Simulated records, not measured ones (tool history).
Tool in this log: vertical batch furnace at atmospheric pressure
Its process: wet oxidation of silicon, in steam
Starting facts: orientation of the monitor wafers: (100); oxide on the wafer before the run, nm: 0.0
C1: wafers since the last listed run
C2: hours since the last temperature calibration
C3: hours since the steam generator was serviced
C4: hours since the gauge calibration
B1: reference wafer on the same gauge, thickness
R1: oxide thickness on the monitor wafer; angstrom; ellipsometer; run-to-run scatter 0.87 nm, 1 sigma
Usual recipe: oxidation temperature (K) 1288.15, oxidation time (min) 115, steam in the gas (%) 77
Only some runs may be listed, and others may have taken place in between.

{"run": 1, "hour": 0.0, "oxidation temperature (K)": 1304.15, "oxidation time (min)": 115, "steam in the gas (%)": 77, "C1": 0, "C2": 3352.6, "C3": 1400.3, "C4": 65, "B1": 467.1, "R1": 5976.3}
{"run": 2, "hour": 14.7, "oxidation temperature (K)": 1288.15, "oxidation time (min)": 115, "steam in the gas (%)": 77, "C1": 164, "C2": 3367.3, "C3": 1415, "C4": 79.7, "B1": 467.06, "R1": 5474.7}
{"run": 3, "hour": 61.6, "oxidation temperature (K)": 1288.15, "oxidation time (min)": 115, "steam in the gas (%)": 77, "C1": 526, "C2": 3414.2, "C3": 1461.9, "C4": 126.6, "B1": 466.91, "R1": 5476.1}
{"run": 4, "hour": 79.8, "oxidation temperature (K)": 1288.15, "oxidation time (min)": 115, "steam in the gas (%)": 77, "C1": 204, "C2": 3432.4, "C3": 1480.1, "C4": 144.8, "B1": 466.98, "R1": 5478}
{"run": 5, "hour": 93.8, "oxidation temperature (K)": 1288.15, "oxidation time (min)": 115, "steam in the gas (%)": 77, "C1": 157, "C2": 3446.4, "C3": 1494.1, "C4": 158.8, "B1": 466.97, "R1": 5474.1}
{"run": 6, "hour": 104.4, "oxidation temperature (K)": 1288.15, "oxidation time (min)": 115, "steam in the gas (%)": 69, "C1": 118, "C2": 3457, "C3": 1504.7, "C4": 169.4, "B1": 466.86, "R1": 5102.5}
{"run": 7, "hour": 114.8, "oxidation temperature (K)": 1288.15, "oxidation time (min)": 115, "steam in the gas (%)": 69, "C1": 116, "C2": 3467.4, "C3": 1515.1, "C4": 179.8, "B1": 467.08, "R1": 5112.7}
{"hour": 154.4, "done": "thermocouples replaced and temperature profile calibrated"}
{"hour": 156.1, "done": "gauge calibrated"}
{"hour": 175.8, "done": "steam generator serviced"}
{"run": 8, "hour": 176.3, "oxidation temperature (K)": 1288.15, "oxidation time (min)": 115, "steam in the gas (%)": 69, "C1": 181, "C2": 21.9, "C3": 0.5, "C4": 20.2, "B1": 467.15, "R1": 5409.5}
{"run": 9, "hour": 181.3, "oxidation temperature (K)": 1288.15, "oxidation time (min)": 115, "steam in the gas (%)": 77, "C1": 56, "C2": 26.9, "C3": 5.5, "C4": 25.2, "B1": 467.28, "R1": 5809.4}
{"run": 10, "hour": 186.4, "oxidation temperature (K)": 1305.15, "oxidation time (min)": 89, "steam in the gas (%)": 73, "C1": 57, "C2": 32, "C3": 10.6, "C4": 30.3, "B1": 467.01, "R1": 5254.4}
{"run": 11, "hour": 191.4, "oxidation temperature (K)": 1288.15, "oxidation time (min)": 165, "steam in the gas (%)": 77, "C1": 56, "C2": 37, "C3": 15.6, "C4": 35.3, "B1": 467.26, "R1": 7223.4}
{"run": 12, "hour": 204.6, "oxidation temperature (K)": 1288.15, "oxidation time (min)": 133, "steam in the gas (%)": 77, "C1": 148, "C2": 50.2, "C3": 28.8, "C4": 48.5, "B1": 466.84, "R1": 6331.3}
{"run": 13, "hour": 221.7, "oxidation temperature (K)": 1305.15, "oxidation time (min)": 115, "steam in the gas (%)": 82, "C1": 191, "C2": 67.3, "C3": 45.9, "C4": 65.6, "B1": 466.99, "R1": 6561.8}
{"run": 14, "hour": 239.4, "oxidation temperature (K)": 1288.15, "oxidation time (min)": 115, "steam in the gas (%)": 69, "C1": 198, "C2": 85, "C3": 63.6, "C4": 83.3, "B1": 466.85, "R1": 5382.1}

Run 15 is up next; what results do you expect?
{"run": 15, "hour": 256.3, "oxidation temperature (K)": 1266.15, "oxidation time (min)": 142, "steam in the gas (%)": 70, "C1": 189, "C2": 101.9, "C3": 80.5, "C4": 100.2, "B1": "?", "R1": "?"}

{"run 15": {"B1": 466.8, "R1": 5406.2}}
On a tool with no hidden condition, and with the same random variation, this run would have come out at R1 5457.5 angstrom.
